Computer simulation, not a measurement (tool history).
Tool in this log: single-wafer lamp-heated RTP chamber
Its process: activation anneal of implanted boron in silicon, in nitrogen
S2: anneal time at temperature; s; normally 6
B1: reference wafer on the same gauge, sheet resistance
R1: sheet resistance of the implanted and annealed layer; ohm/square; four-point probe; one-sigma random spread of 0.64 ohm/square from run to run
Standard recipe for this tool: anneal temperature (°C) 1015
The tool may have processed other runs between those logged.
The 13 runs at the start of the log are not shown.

{"run": 14, "hour": 177.4, "anneal temperature (°C)": 1032, "S2": 6, "B1": 121.9, "R1": 119.3}
{"run": 15, "hour": 185.7, "anneal temperature (°C)": 1032, "S2": 6, "B1": 122.02, "R1": 119.13}
{"run": 16, "hour": 200.1, "anneal temperature (°C)": 1015, "S2": 6, "B1": 121.93, "R1": 125.38}
{"run": 17, "hour": 207.9, "anneal temperature (°C)": 1015, "S2": 6, "B1": 122.11, "R1": 124.78}
{"hour": 209.2, "done": "gauge calibrated"}
{"run": 18, "hour": 217.9, "anneal temperature (°C)": 1015, "S2": 6, "B1": 121.82, "R1": 124.09}
{"run": 19, "hour": 248.3, "anneal temperature (°C)": 1015, "S2": 8, "B1": 122.06, "R1": 121.58}
{"run": 20, "hour": 258.5, "anneal temperature (°C)": 1004, "S2": 6, "B1": 122.07, "R1": 128.66}
{"run": 21, "hour": 271.6, "anneal temperature (°C)": 988, "S2": 6, "B1": 122.16, "R1": 136.57}
{"hour": 284.2, "done": "pyrometer window cleaned and pyrometer calibrated"}
{"run": 22, "hour": 287.0, "anneal temperature (°C)": 992, "S2": 8, "B1": 122.08, "R1": 138.09}
{"run": 23, "hour": 310.5, "anneal temperature (°C)": 985, "S2": 9, "B1": 122.06, "R1": 141.52}
{"run": 24, "hour": 326.0, "anneal temperature (°C)": 1035, "S2": 9, "B1": 121.84, "R1": 116.18}
{"run": 25, "hour": 343.2, "anneal temperature (°C)": 995, "S2": 7, "B1": 122.06, "R1": 136.54}
{"run": 26, "hour": 359.9, "anneal temperature (°C)": 1002, "S2": 6, "B1": 122.25, "R1": 132.15}
{"hour": 372.0, "done": "reflector plate cleaned"}
{"run": 27, "hour": 372.5, "anneal temperature (°C)": 1015, "S2": 4, "B1": 122.01, "R1": 134.17}
{"run": 28, "hour": 380.2, "anneal temperature (°C)": 1015, "S2": 6, "B1": 122.03, "R1": 129.17}
{"run": 29, "hour": 386.7, "anneal temperature (°C)": 1015, "S2": 6, "B1": 121.82, "R1": 129.21}
{"run": 30, "hour": 393.8, "anneal temperature (°C)": 1015, "S2": 6, "B1": 122.01, "R1": 130.57}
{"run": 31, "hour": 408.6, "anneal temperature (°C)": 1002, "S2": 5, "B1": 122.0, "R1": 137.74}
{"run": 32, "hour": 422.4, "anneal temperature (°C)": 997, "S2": 7, "B1": 121.92, "R1": 136.89}
{"run": 33, "hour": 439.7, "anneal temperature (°C)": 1023, "S2": 9, "B1": 121.99, "R1": 121.67}
{"run": 34, "hour": 451.2, "anneal temperature (°C)": 1015, "S2": 3, "B1": 122.03, "R1": 133.68}
{"hour": 454.2, "done": "gauge calibrated"}
{"run": 35, "hour": 467.6, "anneal temperature (°C)": 1000, "S2": 6, "B1": 122.14, "R1": 137.1}
{"run": 36, "hour": 479.0, "anneal temperature (°C)": 988, "S2": 7, "B1": 122.2, "R1": 142.02}

Alternative continuations, all from the tool just after run 36; predict every row:
{"run": "A", "hour": 479.4, "anneal temperature (°C)": 1031, "S2": 6, "B1": "?", "R1": "?"}
{"run": "B", "hour": 479.4, "anneal temperature (°C)": 996, "S2": 3, "B1": "?", "R1": "?"}
{"run": "C", "hour": 479.4, "anneal temperature (°C)": 987, "S2": 6, "B1": "?", "R1": "?"}
{"run": "D", "hour": 479.4, "anneal temperature (°C)": 1001, "S2": 3, "B1": "?", "R1": "?"}
{"run": "E", "hour": 479.4, "anneal temperature (°C)": 985, "S2": 4, "B1": "?", "R1": "?"}

run=A B1=122.03 R1=121.07
run=B B1=122.03 R1=144.47
run=C B1=122.03 R1=144.43
run=D B1=122.03 R1=141.12
run=E B1=122.03 R1=150.48
Without the tool's unlogged condition, the same runs would have read:
run=A R1=124.26
run=B R1=150.61
run=C R1=151.32
run=D R1=146.64
run=E R1=158.15

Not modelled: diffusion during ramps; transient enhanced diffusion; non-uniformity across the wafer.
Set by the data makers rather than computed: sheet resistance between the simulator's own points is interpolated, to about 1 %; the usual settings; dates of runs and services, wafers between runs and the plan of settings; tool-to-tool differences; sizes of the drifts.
